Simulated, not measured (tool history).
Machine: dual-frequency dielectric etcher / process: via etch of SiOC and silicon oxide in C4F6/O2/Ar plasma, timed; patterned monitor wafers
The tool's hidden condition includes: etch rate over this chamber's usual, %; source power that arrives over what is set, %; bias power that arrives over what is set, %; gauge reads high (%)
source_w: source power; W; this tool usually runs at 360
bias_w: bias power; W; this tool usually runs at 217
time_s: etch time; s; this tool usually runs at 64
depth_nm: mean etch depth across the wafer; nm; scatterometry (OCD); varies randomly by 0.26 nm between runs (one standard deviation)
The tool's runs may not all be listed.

run	hour	source_w	bias_w	time_s	wafers since the last listed run	hours since the last wet clean	hours since the last source power generator calibration	hours since the last bias power generator calibration	hours since the last upper electrode change	hours since the gauge calibration	read-back reference wafer on the same gauge, depth_nm	depth_nm
1	0	360	217	64	0	436.9	0.5	1317.7	1514.3	260.9	71.7	75.3
2	106.3	360	217	64	1489	543.2	106.8	1424	1620.6	367.2	71.9	75.3
3	211.4	360	217	51	1472	648.3	211.9	1529.1	1725.7	472.3	71.8	59.5
# hour 236.4: wet clean of the chamber
4	262.6	360	217	51	381	26.2	263.1	1580.3	1776.9	523.5	71.9	61.2
5	343.9	320	217	64	1139	107.5	344.4	1661.6	1858.2	604.8	71.8	73.9
6	431.8	360	217	64	1231	195.4	432.3	1749.5	1946.1	692.7	71.8	76
7	493.3	360	195	64	861	256.9	493.8	1811	2007.6	754.2	71.8	73.9
8	572	410	243	74	1102	335.6	572.5	1889.7	2086.3	832.9	71.9	94.3
9	671	400	235	79	1387	434.6	671.5	1988.7	2185.3	931.9	71.8	98.9
10	737.7	330	192	83	934	501.3	738.2	2055.4	2252	998.6	71.8	91
11	780.2	320	217	81.5	595	543.8	780.7	2097.9	2294.5	1041.1	71.7	91.9
12	850.4	410	241	50	983	614	850.9	2168.1	2364.7	1111.3	71.8	62.9
13	955.3	360	217	64	1470	718.9	955.8	2273	2469.6	1216.2	71.8	74.1
# hour 1002.3: wet clean of the chamber
14	1036.3	360	217	56.5	798	34	1036.8	2354	2550.6	1297.2	71.8	67.8
15	1098.5	360	200	64	871	96.2	1099	2416.2	2612.8	1359.4	71.9	74.5
# hour 1130.4: upper electrode replaced
16	1165.3	360	217	64	599	163	1165.8	2483	34.9	1426.2	71.8	76.3
17	1229.1	360	217	76	894	226.8	1229.6	2546.8	98.7	1490	71.7	90
# hour 1279.3: bias power generator calibrated
18	1425.2	290	217	64	2692	422.9	1425.7	145.9	294.8	1686.1	71.8	71.5
19	1473.5	360	217	46.5	676	471.2	1474	194.2	343.1	1734.4	71.9	55.3
20	1517.5	360	217	64	616	515.2	1518	238.2	387.1	1778.4	71.8	76.2
21	1610.1	400	217	64	1297	607.8	1610.6	330.8	479.7	1871	71.9	78.2
22	1699.8	360	201	64	1257	697.5	1700.3	420.5	569.4	1960.7	71.9	73.4
# hour 1755.7: wet clean of the chamber
23	1787.8	410	184	64	896	32.1	1788.3	508.5	657.4	2048.7	71.7	76.4
24	1853	440	254	74.5	913	97.3	1853.5	573.7	722.6	2113.9	71.7	100.5
25	1951.6	300	217	64	1381	195.9	1952.1	672.3	821.2	2212.5	71.8	72.7
26	2008.5	360	217	57.5	797	252.8	2009	729.2	878.1	2269.4	71.9	68.5
27	2087.4	430	217	64	1105	331.7	2087.9	808.1	957	2348.3	71.8	80.6
28	2161.2	300	165	64	1034	405.5	2161.7	881.9	1030.8	2422.1	71.8	65.8
29	2208	380	270	64	655	452.3	2208.5	928.7	1077.6	2468.9	71.8	82.6

For some of the steps in depth_nm from one run to the next: how much would appear even if the tool had no hidden state, given the settings, what came in and random variation, and how much remains for the hidden state plus any gauge scatter that the measured result and the result without hidden state don't share?
Run 11 -> 12: source_w 320 -> 410, bias_w 217 -> 241, time_s 81.5 -> 50. depth_nm -29 nm: hidden state +1, all else -30.
Run 13 -> 14: time_s 64 -> 56.5, wet clean of the chamber. depth_nm -6.3 nm: hidden state +3, all else -9.3.
Run 22 -> 23: source_w 360 -> 410, bias_w 201 -> 184, wet clean of the chamber. depth_nm +3 nm: hidden state +1.8, all else +1.2.
Run 24 -> 25: source_w 440 -> 300, bias_w 254 -> 217, time_s 74.5 -> 64. depth_nm -27.8 nm: hidden state -0.1, all else -27.7.
